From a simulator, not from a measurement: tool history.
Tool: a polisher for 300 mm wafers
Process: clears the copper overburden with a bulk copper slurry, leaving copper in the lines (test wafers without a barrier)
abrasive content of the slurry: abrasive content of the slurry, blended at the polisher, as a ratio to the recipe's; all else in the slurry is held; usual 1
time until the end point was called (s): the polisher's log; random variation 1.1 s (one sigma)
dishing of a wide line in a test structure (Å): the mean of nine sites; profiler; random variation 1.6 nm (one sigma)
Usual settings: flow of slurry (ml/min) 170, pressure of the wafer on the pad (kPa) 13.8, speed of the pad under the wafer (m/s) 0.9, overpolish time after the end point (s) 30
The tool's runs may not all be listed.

run	hour	flow of slurry (ml/min)	pressure of the wafer on the pad (kPa)	speed of the pad under the wafer (m/s)	abrasive content of the slurry	overpolish time after the end point (s)	incoming thickness of the incoming film, nm	time until the end point was called (s)	dishing of a wide line in a test structure (Å)
1	0	170	13.8	0.9	1	30	628.4	104	775
2	11.2	195	13.8	0.9	0.95	30	624.3	103.2	756
3	27.1	195	13.8	0.9	0.95	30	627.1	104.5	749
# hour 36.2: slurry nozzle cleaned
4	36.7	195	13.8	0.9	0.95	30	623.6	102.2	751
5	52.3	170	13.8	0.9	1	30	618.5	101.5	763
6	61.9	145	13.1	0.9	1	30	627.8	113.3	703
7	76.6	170	13.8	0.9	1	30	622.9	105.8	754
8	92.1	170	13.8	0.9	1	30	629.7	103.9	744
# hour 105.3: worn pad replaced by a new one
# hour 110.8: head pressure recalibrated
9	111.3	170	13.8	0.9	1	30	640.1	107.2	745
10	120	220	9	0.9	1	30	634.5	135.8	638
11	130.8	220	11	0.8	1.25	30	630.5	129.4	660
12	142.3	170	13.8	0.9	0.8	22	622.1	111.4	615
13	152.2	220	12.4	0.9	1	30	633.4	111.2	727
14	169.7	170	13.8	0.9	1	30	632.9	107.4	762
15	179.7	170	15.2	0.9	1	20	643.2	101.6	623
16	188.6	170	16.5	0.9	1	30	633.1	92.9	803
# hour 193.2: slurry blender recalibrated
# hour 210.8: worn pad replaced by a new one
17	237.8	170	13.8	0.7	1	30	628.1	126.5	720
# hour 249.5: slurry nozzle cleaned
18	251.8	195	13.8	0.9	0.95	30	622.8	94.1	781
19	296.8	230	13.8	1.02	0.85	30	630.7	88	780
# hour 301.6: worn pad replaced by a new one
20	304.5	125	17.9	1.14	1	15	629.1	68.7	673
21	313.1	155	17.2	0.9	1	36	631.6	86.6	894
22	324.4	170	12.4	0.9	1.15	39	626.8	103.7	827
23	341.2	170	13.8	0.9	1	30	632	102.3	753
24	354.2	225	13.8	0.9	1	38	625	98.4	837
25	360.4	135	13.8	0.9	1	30	629.4	104.4	750
26	376.1	170	13.8	0.9	1	30	621.1	102.9	770
27	385.3	115	11	0.9	1	38	621.8	124.9	736

5 ways to go on from here, each from the tool as it stands after run 27. What would each give?
A	385.8	170	13.8	0.9	1	30	635.5	?	?
B	385.8	170	10.3	1.12	0.85	37	635.5	?	?
C	385.8	195	13.8	1.04	0.75	30	635.5	?	?
D	385.8	170	17.2	0.9	0.75	30	635.5	?	?
E	385.8	170	13.8	0.9	0.7	30	635.5	?	?

run	time until the end point was called (s)	dishing of a wide line in a test structure (Å)
A	99.9	757
B	99.4	794
C	90.4	789
D	91.3	805
E	107.9	731
Without the tool's hidden state the same runs would have given:
run	time until the end point was called (s)	dishing of a wide line in a test structure (Å)
A	92.8	781
B	92.5	812
C	84.2	810
D	85.1	828
E	100.6	755

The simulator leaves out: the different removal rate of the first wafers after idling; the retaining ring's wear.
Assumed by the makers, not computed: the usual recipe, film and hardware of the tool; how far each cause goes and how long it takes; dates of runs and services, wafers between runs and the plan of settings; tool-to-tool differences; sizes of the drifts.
